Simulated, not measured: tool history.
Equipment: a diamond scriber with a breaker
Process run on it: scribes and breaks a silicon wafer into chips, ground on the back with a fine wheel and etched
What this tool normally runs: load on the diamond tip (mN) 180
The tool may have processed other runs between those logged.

run   hour  load on the diamond tip (mN)  incoming depth of the damage left on the back of the incoming wafer, um  depth of the median crack under the scribed line (nm)  chips rejected at inspection after the break (%)
  1      0                           180                                                                     0.51                                                   7530                                              2.75
  2   11.1                           180                                                                     0.38                                                   7590                                               3.3
  3   27.2                           204                                                                     0.58                                                   8180                                              1.68
  4   38.3                           180                                                                     0.62                                                   7050                                              4.18
  5   48.7                           180                                                                     0.54                                                   7230                                              3.57
  6   57.8                           180                                                                     0.31                                                   7220                                               3.9
  7   71.7                           167                                                                     0.75                                                   6900                                              6.24
  8  100.2                           167                                                                     0.53                                                   6780                                              6.51
  9  113.1                           180                                                                     0.76                                                   7080                                              4.28
 10  123.4                           180                                                                     0.51                                                   6990                                              5.13
 11  132.1                           180                                                                     0.67                                                   6750                                              5.48
 12  141.7                           180                                                                     0.63                                                   6840                                              5.65
 13  155.5                           180                                                                     0.65                                                   6640                                               5.9
 14  169.5                           180                                                                     0.62                                                   6600                                              6.24
     179.8  -- diamond tip replaced by a new one
 15    183                           207                                                                     0.66                                                   9650                                              1.74
 16    192                           139                                                                     0.57                                                   7110                                              3.75
 17  205.6                           162                                                                      0.3                                                   7940                                              1.65
 18  216.1                           180                                                                      0.8                                                   8490                                              1.03
     227.6  -- load on the tip recalibrated
 19  228.1                           155                                                                     0.33                                                   7780                                              2.23
 20  236.5                           180                                                                     0.34                                                   8260                                              1.02
 21    244                           164                                                                     0.77                                                   7910                                              1.67
 22    257                           213                                                                     0.77                                                   9220                                              1.51
 23  271.4                           220                                                                     0.41                                                   9480                                              1.96
 24  301.4                           180                                                                     0.39                                                   7980                                              1.21
 25  344.3                           227                                                                     0.33                                                   9430                                              1.57
 26  361.6                           208                                                                     0.75                                                   8890                                              1.13
 27  369.8                           200                                                                     0.34                                                   8570                                              1.09
 28  377.9                           195                                                                      0.5                                                   8300                                              1.02

4 ways to go on from here, each from the tool as it stands after run 28. What would each give?
  A  378.5                           219                                                                     0.36                                                      ?                                                 ?
  B  378.5                           205                                                                     0.36                                                      ?                                                 ?
  C  378.5                           197                                                                     0.36                                                      ?                                                 ?
  D  378.5                           151                                                                     0.36                                                      ?                                                 ?

run  depth of the median crack under the scribed line (nm)  chips rejected at inspection after the break (%)
  A                                                   8990                                              1.22
  B                                                   8610                                                 1
  C                                                   8390                                              1.05
  D                                                   7050                                              4.77
Had the tool no hidden state, the same runs would have come out as:
run  depth of the median crack under the scribed line (nm)  chips rejected at inspection after the break (%)
  A                                                   9760                                              2.63
  B                                                   9340                                              1.72
  C                                                   9100                                              1.35
  D                                                   7650                                              2.31
